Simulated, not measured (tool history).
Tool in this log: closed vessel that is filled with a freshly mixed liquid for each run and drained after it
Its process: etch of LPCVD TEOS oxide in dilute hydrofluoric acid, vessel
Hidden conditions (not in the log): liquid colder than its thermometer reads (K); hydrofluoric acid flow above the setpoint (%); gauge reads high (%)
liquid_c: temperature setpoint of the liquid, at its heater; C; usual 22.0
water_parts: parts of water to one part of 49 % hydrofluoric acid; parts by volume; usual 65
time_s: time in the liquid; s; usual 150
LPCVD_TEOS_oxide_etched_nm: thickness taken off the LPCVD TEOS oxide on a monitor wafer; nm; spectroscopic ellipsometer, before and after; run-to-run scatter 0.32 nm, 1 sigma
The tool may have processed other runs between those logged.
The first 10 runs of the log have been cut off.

| run | day | liquid_c | water_parts | time_s | wafers since the last listed run | hours since the thermometer was replaced | hours since the hydrofluoric acid flow meter was replaced | hours since the gauge calibration | read-back film thickness of the LPCVD TEOS oxide reference wafer, read on the same gauge (nm) | LPCVD_TEOS_oxide_etched_nm |
|---|---|---|---|---|---|---|---|---|---|---|
| 11 | 4.742 | 22.0 | 65 | 150 | 989 | 1323.7 | 1034.3 | 249.0 | 120.00 | 37.11 |
| 12 | 5.046 | 22.0 | 65 | 150 | 498 | 1331.0 | 1041.6 | 256.3 | 119.98 | 37.10 |
| 13 | 5.546 | 22.0 | 65 | 150 | 819 | 1343.0 | 1053.6 | 268.3 | 119.99 | 37.14 |
|  | 5.562 | gauge calibrated |
| 14 | 6.062 | 22.0 | 65 | 150 | 846 | 1355.4 | 1066.0 | 12.0 | 119.98 | 37.32 |
|  | 6.196 | hydrofluoric acid flow meter replaced |
| 15 | 6.746 | 22.0 | 65 | 150 | 1051 | 1371.8 | 13.2 | 28.4 | 120.02 | 36.75 |
| 16 | 7.175 | 22.0 | 65 | 80 | 703 | 1382.1 | 23.5 | 38.7 | 119.97 | 19.46 |
|  | 8.442 | thermometer replaced |
| 17 | 9.000 | 22.0 | 40 | 175 | 2921 | 13.4 | 67.3 | 82.5 | 120.01 | 81.23 |
| 18 | 9.496 | 26.5 | 65 | 75 | 812 | 25.3 | 79.2 | 94.4 | 120.01 | 24.91 |
| 19 | 9.788 | 22.0 | 65 | 110 | 477 | 32.3 | 86.2 | 101.4 | 119.99 | 30.06 |
| 20 | 10.304 | 24.5 | 45 | 90 | 846 | 44.7 | 98.6 | 113.8 | 120.00 | 40.84 |
| 21 | 11.000 | 22.0 | 65 | 190 | 1139 | 61.4 | 115.3 | 130.5 | 119.98 | 52.73 |
| 22 | 11.400 | 17.0 | 65 | 120 | 655 | 71.0 | 124.9 | 140.1 | 120.00 | 26.77 |
| 23 | 11.800 | 22.0 | 65 | 150 | 655 | 80.6 | 134.5 | 149.7 | 120.01 | 41.20 |
| 24 | 12.375 | 22.0 | 75 | 115 | 941 | 94.4 | 148.3 | 163.5 | 120.03 | 26.93 |
| 25 | 14.196 | 22.0 | 65 | 150 | 2982 | 138.1 | 192.0 | 207.2 | 119.98 | 41.58 |
| 26 | 14.629 | 22.0 | 65 | 150 | 709 | 148.5 | 202.4 | 217.6 | 119.97 | 41.20 |
| 27 | 15.008 | 22.0 | 65 | 150 | 621 | 157.6 | 211.5 | 226.7 | 120.02 | 41.78 |
| 28 | 15.488 | 22.0 | 50 | 150 | 784 | 169.1 | 223.0 | 238.2 | 120.02 | 54.74 |
| 29 | 15.929 | 17.5 | 75 | 125 | 723 | 179.7 | 233.6 | 248.8 | 120.01 | 24.04 |
| 30 | 16.262 | 26.0 | 65 | 185 | 546 | 187.7 | 241.6 | 256.8 | 120.00 | 59.53 |
| 31 | 16.517 | 24.5 | 55 | 150 | 416 | 193.8 | 247.7 | 262.9 | 119.98 | 54.90 |

Predict each of these 3 candidate next runs independently; none follows another, all start after run 31:
| A | 16.546 | 22.0 | 65 | 150 | 47 | 194.5 | 248.4 | 263.6 | ? | ? |
| B | 16.546 | 26.0 | 85 | 215 | 47 | 194.5 | 248.4 | 263.6 | ? | ? |
| C | 16.546 | 26.0 | 45 | 180 | 47 | 194.5 | 248.4 | 263.6 | ? | ? |

| run | read-back film thickness of the LPCVD TEOS oxide reference wafer, read on the same gauge (nm) | LPCVD_TEOS_oxide_etched_nm |
|---|---|---|
| A | 119.98 | 40.68 |
| B | 119.98 | 51.11 |
| C | 119.98 | 85.31 |
With no hidden state in the tool, these same runs would have given:
| run | LPCVD_TEOS_oxide_etched_nm |
|---|---|
| A | 41.34 |
| B | 51.91 |
| C | 86.68 |
